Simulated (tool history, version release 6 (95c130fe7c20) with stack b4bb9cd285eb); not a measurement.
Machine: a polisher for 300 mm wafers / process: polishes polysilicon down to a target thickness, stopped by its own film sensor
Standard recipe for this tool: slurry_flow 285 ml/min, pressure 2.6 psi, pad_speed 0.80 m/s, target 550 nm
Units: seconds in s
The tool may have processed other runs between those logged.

| run | day | slurry_flow | pressure | pad_speed | target | wafers since the last listed run | wafers polished on this pad | hours since the slurry nozzle was cleaned | hours since the head pressure was calibrated | incoming thickness of the incoming film, nm | seconds |
|---|---|---|---|---|---|---|---|---|---|---|---|
| 1 | 0.000 | 285 | 2.6 | 0.80 | 550 | 0 | 5546 | 481.4 | 591.0 | 1040.5 | 95.6 |
|  | 0.279 | worn pad replaced by a new one |
| 2 | 3.896 | 285 | 2.6 | 1.00 | 550 | 1016 | 985 | 574.9 | 684.5 | 1048.4 | 73.7 |
| 3 | 6.900 | 285 | 2.6 | 0.80 | 550 | 819 | 1804 | 647.0 | 756.6 | 1035.6 | 82.8 |
|  | 9.362 | slurry nozzle cleaned |
| 4 | 11.108 | 285 | 2.6 | 0.80 | 550 | 1136 | 2941 | 41.9 | 857.6 | 1031.3 | 86.0 |
|  | 12.904 | head pressure recalibrated |
| 5 | 14.171 | 285 | 2.6 | 0.60 | 550 | 812 | 3753 | 115.4 | 30.4 | 1054.1 | 117.6 |
| 6 | 16.550 | 285 | 2.6 | 0.60 | 550 | 648 | 4402 | 172.5 | 87.5 | 1026.1 | 114.3 |
| 7 | 18.808 | 285 | 2.6 | 0.60 | 550 | 615 | 5018 | 226.7 | 141.7 | 1044.2 | 118.7 |
| 8 | 21.000 | 345 | 2.4 | 0.80 | 550 | 597 | 5615 | 279.3 | 194.3 | 1058.2 | 102.3 |
|  | 21.562 | worn pad replaced by a new one |
| 9 | 24.729 | 345 | 2.4 | 0.80 | 550 | 971 | 863 | 368.8 | 283.8 | 1042.3 | 91.4 |
| 10 | 27.988 | 345 | 2.4 | 0.80 | 550 | 888 | 1752 | 447.0 | 362.0 | 1035.9 | 90.3 |
| 11 | 31.362 | 285 | 3.0 | 0.80 | 550 | 920 | 2672 | 528.0 | 443.0 | 1044.1 | 75.9 |
| 12 | 34.779 | 285 | 2.6 | 0.80 | 550 | 931 | 3604 | 610.0 | 525.0 | 1046.9 | 90.6 |
|  | 40.688 | slurry nozzle cleaned |
|  | 41.183 | worn pad replaced by a new one |
| 13 | 47.583 | 285 | 2.6 | 0.80 | 550 | 3434 | 1744 | 165.5 | 832.3 | 1063.2 | 92.5 |
| 14 | 49.825 | 240 | 3.4 | 1.00 | 697 | 611 | 2356 | 219.3 | 886.1 | 1057.0 | 42.6 |
| 15 | 52.488 | 285 | 2.6 | 0.80 | 550 | 726 | 3082 | 283.2 | 950.0 | 1052.0 | 92.6 |
| 16 | 54.275 | 285 | 2.6 | 0.90 | 550 | 487 | 3569 | 326.1 | 992.9 | 1050.7 | 83.6 |
|  | 54.667 | head pressure recalibrated |
| 17 | 56.721 | 285 | 2.6 | 0.66 | 550 | 644 | 4213 | 384.8 | 49.3 | 1066.0 | 111.7 |
|  | 57.750 | worn pad replaced by a new one |
|  | 64.938 | slurry nozzle cleaned |
| 18 | 68.875 | 285 | 2.6 | 0.80 | 550 | 3257 | 3022 | 94.5 | 341.0 | 1027.3 | 88.1 |
| 19 | 71.821 | 215 | 2.6 | 0.80 | 605 | 803 | 3826 | 165.2 | 411.7 | 1056.4 | 86.9 |
| 20 | 74.775 | 285 | 2.6 | 0.98 | 388 | 805 | 4631 | 236.1 | 482.6 | 1051.2 | 105.6 |
|  | 76.746 | worn pad replaced by a new one |
| 21 | 77.792 | 285 | 2.6 | 0.80 | 550 | 777 | 285 | 308.5 | 555.0 | 1036.9 | 82.8 |
| 22 | 79.804 | 360 | 2.6 | 0.80 | 550 | 548 | 834 | 356.8 | 603.3 | 1069.4 | 89.8 |
| 23 | 88.221 | 195 | 2.6 | 0.98 | 550 | 2295 | 3129 | 558.8 | 805.3 | 1050.1 | 80.1 |
|  | 89.067 | slurry nozzle cleaned |
| 24 | 91.558 | 285 | 2.6 | 0.80 | 673 | 898 | 4028 | 59.8 | 885.4 | 1052.0 | 71.3 |
|  | 93.504 | head pressure recalibrated |
| 25 | 94.233 | 255 | 3.3 | 0.68 | 433 | 706 | 4735 | 124.0 | 17.5 | 1038.6 | 105.6 |
|  | 96.200 | worn pad replaced by a new one |
| 26 | 96.817 | 385 | 2.3 | 1.00 | 550 | 659 | 168 | 186.0 | 79.5 | 1043.2 | 75.7 |

4 ways to go on from here, each from the tool as it stands after run 26. What would each give?
| A | 96.833 | 285 | 2.6 | 1.06 | 550 | 4 | 173 | 186.4 | 79.9 | 1044.3 | ? |
| B | 96.833 | 285 | 3.3 | 0.66 | 440 | 4 | 173 | 186.4 | 79.9 | 1044.3 | ? |
| C | 96.833 | 285 | 3.2 | 0.80 | 664 | 4 | 173 | 186.4 | 79.9 | 1044.3 | ? |
| D | 96.833 | 220 | 3.2 | 0.96 | 695 | 4 | 173 | 186.4 | 79.9 | 1044.3 | ? |

| run | seconds |
|---|---|
| A | 67.3 |
| B | 95.7 |
| C | 53.6 |
| D | 43.6 |
Without the tool's unlogged condition, the same runs would have read:
| run | seconds |
|---|---|
| A | 66.9 |
| B | 95.1 |
| C | 53.3 |
| D | 43.3 |

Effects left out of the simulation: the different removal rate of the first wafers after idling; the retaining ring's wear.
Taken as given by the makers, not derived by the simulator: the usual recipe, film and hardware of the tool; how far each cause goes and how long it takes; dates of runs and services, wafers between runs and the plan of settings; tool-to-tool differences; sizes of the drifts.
